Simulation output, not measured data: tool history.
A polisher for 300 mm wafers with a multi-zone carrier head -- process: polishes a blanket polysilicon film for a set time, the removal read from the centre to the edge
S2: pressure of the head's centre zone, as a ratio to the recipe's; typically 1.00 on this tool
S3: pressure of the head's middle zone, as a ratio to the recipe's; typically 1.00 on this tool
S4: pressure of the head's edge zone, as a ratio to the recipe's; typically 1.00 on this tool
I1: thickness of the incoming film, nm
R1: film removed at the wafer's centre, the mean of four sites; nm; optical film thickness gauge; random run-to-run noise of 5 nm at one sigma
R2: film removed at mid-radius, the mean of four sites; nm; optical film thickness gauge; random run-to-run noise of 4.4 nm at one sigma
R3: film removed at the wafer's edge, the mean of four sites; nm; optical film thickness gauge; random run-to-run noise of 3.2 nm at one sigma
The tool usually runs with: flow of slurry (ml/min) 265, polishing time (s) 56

{"run": 1, "hour": 0.0, "flow of slurry (ml/min)": 265, "S2": 1.0, "S3": 1.0, "S4": 1.0, "polishing time (s)": 56, "I1": 1630.2, "R1": 359.8, "R2": 358.8, "R3": 362.2}
{"run": 2, "hour": 9.4, "flow of slurry (ml/min)": 265, "S2": 1.0, "S3": 1.0, "S4": 1.0, "polishing time (s)": 46, "I1": 1600.7, "R1": 285.8, "R2": 296.2, "R3": 299.8}
{"run": 3, "hour": 16.8, "flow of slurry (ml/min)": 265, "S2": 1.0, "S3": 1.0, "S4": 1.0, "polishing time (s)": 46, "I1": 1605.9, "R1": 290.8, "R2": 296.1, "R3": 296.4}
{"run": 4, "hour": 32.4, "flow of slurry (ml/min)": 265, "S2": 1.0, "S3": 1.0, "S4": 1.0, "polishing time (s)": 46, "I1": 1629.5, "R1": 297.5, "R2": 300.6, "R3": 302.2}
{"run": 5, "hour": 39.9, "flow of slurry (ml/min)": 265, "S2": 1.0, "S3": 1.0, "S4": 1.0, "polishing time (s)": 56, "I1": 1632.5, "R1": 346.2, "R2": 360.0, "R3": 364.6}
{"hour": 42.7, "done": "centre zone pressure recalibrated"}
{"hour": 82.7, "done": "worn pad replaced by a new one"}
{"hour": 88.1, "done": "carrier head's membrane replaced by a new one"}
{"run": 6, "hour": 88.6, "flow of slurry (ml/min)": 245, "S2": 1.0, "S3": 1.0, "S4": 1.0, "polishing time (s)": 56, "I1": 1634.1, "R1": 353.6, "R2": 358.0, "R3": 356.7}
{"run": 7, "hour": 95.2, "flow of slurry (ml/min)": 245, "S2": 1.0, "S3": 1.0, "S4": 1.0, "polishing time (s)": 56, "I1": 1606.0, "R1": 349.9, "R2": 356.0, "R3": 353.1}
{"run": 8, "hour": 110.5, "flow of slurry (ml/min)": 350, "S2": 0.94, "S3": 1.0, "S4": 1.0, "polishing time (s)": 65, "I1": 1613.0, "R1": 393.9, "R2": 426.6, "R3": 428.5}
{"run": 9, "hour": 126.1, "flow of slurry (ml/min)": 225, "S2": 1.11, "S3": 1.0, "S4": 1.0, "polishing time (s)": 56, "I1": 1622.3, "R1": 372.1, "R2": 340.1, "R3": 348.2}
{"run": 10, "hour": 134.2, "flow of slurry (ml/min)": 265, "S2": 1.0, "S3": 1.0, "S4": 1.0, "polishing time (s)": 56, "I1": 1606.2, "R1": 353.6, "R2": 355.8, "R3": 362.1}
{"run": 11, "hour": 142.2, "flow of slurry (ml/min)": 265, "S2": 1.0, "S3": 1.0, "S4": 1.07, "polishing time (s)": 56, "I1": 1628.0, "R1": 358.4, "R2": 349.6, "R3": 375.1}
{"run": 12, "hour": 148.6, "flow of slurry (ml/min)": 265, "S2": 1.03, "S3": 1.0, "S4": 1.0, "polishing time (s)": 56, "I1": 1626.8, "R1": 360.0, "R2": 347.1, "R3": 353.6}
{"run": 13, "hour": 158.3, "flow of slurry (ml/min)": 265, "S2": 1.0, "S3": 0.9, "S4": 1.0, "polishing time (s)": 56, "I1": 1617.8, "R1": 338.6, "R2": 318.1, "R3": 354.8}
{"run": 14, "hour": 167.7, "flow of slurry (ml/min)": 265, "S2": 1.08, "S3": 1.0, "S4": 1.0, "polishing time (s)": 47, "I1": 1620.5, "R1": 303.3, "R2": 285.4, "R3": 294.3}
{"run": 15, "hour": 178.5, "flow of slurry (ml/min)": 265, "S2": 1.0, "S3": 0.89, "S4": 1.0, "polishing time (s)": 41, "I1": 1601.5, "R1": 253.1, "R2": 227.7, "R3": 255.9}
{"hour": 186.0, "done": "edge zone pressure recalibrated"}
{"hour": 186.2, "done": "slurry nozzle cleaned"}
{"hour": 186.7, "done": "worn pad replaced by a new one"}
{"run": 16, "hour": 189.2, "flow of slurry (ml/min)": 325, "S2": 0.91, "S3": 1.0, "S4": 1.0, "polishing time (s)": 56, "I1": 1625.1, "R1": 346.9, "R2": 371.3, "R3": 372.0}
{"run": 17, "hour": 197.1, "flow of slurry (ml/min)": 265, "S2": 1.0, "S3": 1.0, "S4": 1.0, "polishing time (s)": 56, "I1": 1600.2, "R1": 356.7, "R2": 358.1, "R3": 360.7}
{"run": 18, "hour": 208.0, "flow of slurry (ml/min)": 185, "S2": 1.0, "S3": 1.0, "S4": 1.0, "polishing time (s)": 56, "I1": 1589.7, "R1": 338.4, "R2": 343.2, "R3": 343.6}
{"run": 19, "hour": 219.7, "flow of slurry (ml/min)": 265, "S2": 0.93, "S3": 1.0, "S4": 1.0, "polishing time (s)": 56, "I1": 1601.7, "R1": 329.2, "R2": 357.7, "R3": 361.8}
{"run": 20, "hour": 231.0, "flow of slurry (ml/min)": 265, "S2": 1.0, "S3": 1.0, "S4": 1.0, "polishing time (s)": 56, "I1": 1599.6, "R1": 359.2, "R2": 357.2, "R3": 364.9}
{"run": 21, "hour": 241.8, "flow of slurry (ml/min)": 265, "S2": 1.0, "S3": 0.9, "S4": 0.88, "polishing time (s)": 72, "I1": 1593.3, "R1": 464.3, "R2": 430.2, "R3": 441.6}
{"run": 22, "hour": 259.5, "flow of slurry (ml/min)": 265, "S2": 1.0, "S3": 1.0, "S4": 1.0, "polishing time (s)": 56, "I1": 1605.9, "R1": 358.8, "R2": 359.5, "R3": 356.1}
{"run": 23, "hour": 270.2, "flow of slurry (ml/min)": 265, "S2": 1.0, "S3": 1.0, "S4": 1.0, "polishing time (s)": 46, "I1": 1610.5, "R1": 295.7, "R2": 294.0, "R3": 293.8}

Consider 3 possible next runs. They are alternatives, not a sequence: every one starts from the tool as it was left by run 23. What does each give?
{"run": "A", "hour": 270.6, "flow of slurry (ml/min)": 265, "S2": 1.0, "S3": 1.0, "S4": 1.0, "polishing time (s)": 56, "I1": 1595.9, "R1": "?", "R2": "?", "R3": "?"}
{"run": "B", "hour": 270.6, "flow of slurry (ml/min)": 170, "S2": 1.0, "S3": 0.97, "S4": 1.0, "polishing time (s)": 56, "I1": 1595.9, "R1": "?", "R2": "?", "R3": "?"}
{"run": "C", "hour": 270.6, "flow of slurry (ml/min)": 265, "S2": 1.0, "S3": 1.0, "S4": 1.0, "polishing time (s)": 37, "I1": 1595.9, "R1": "?", "R2": "?", "R3": "?"}

run=A R1=363.0 R2=362.1 R3=357.1
run=B R1=332.0 R2=326.1 R3=337.1
run=C R1=239.9 R2=239.3 R3=235.9
With the hidden condition removed and each run's random variation left untouched, the same runs would have given:
run=A R1=368.8 R2=367.3 R3=360.9
run=B R1=340.8 R2=333.7 R3=342.7
run=C R1=243.7 R2=242.7 R3=238.4

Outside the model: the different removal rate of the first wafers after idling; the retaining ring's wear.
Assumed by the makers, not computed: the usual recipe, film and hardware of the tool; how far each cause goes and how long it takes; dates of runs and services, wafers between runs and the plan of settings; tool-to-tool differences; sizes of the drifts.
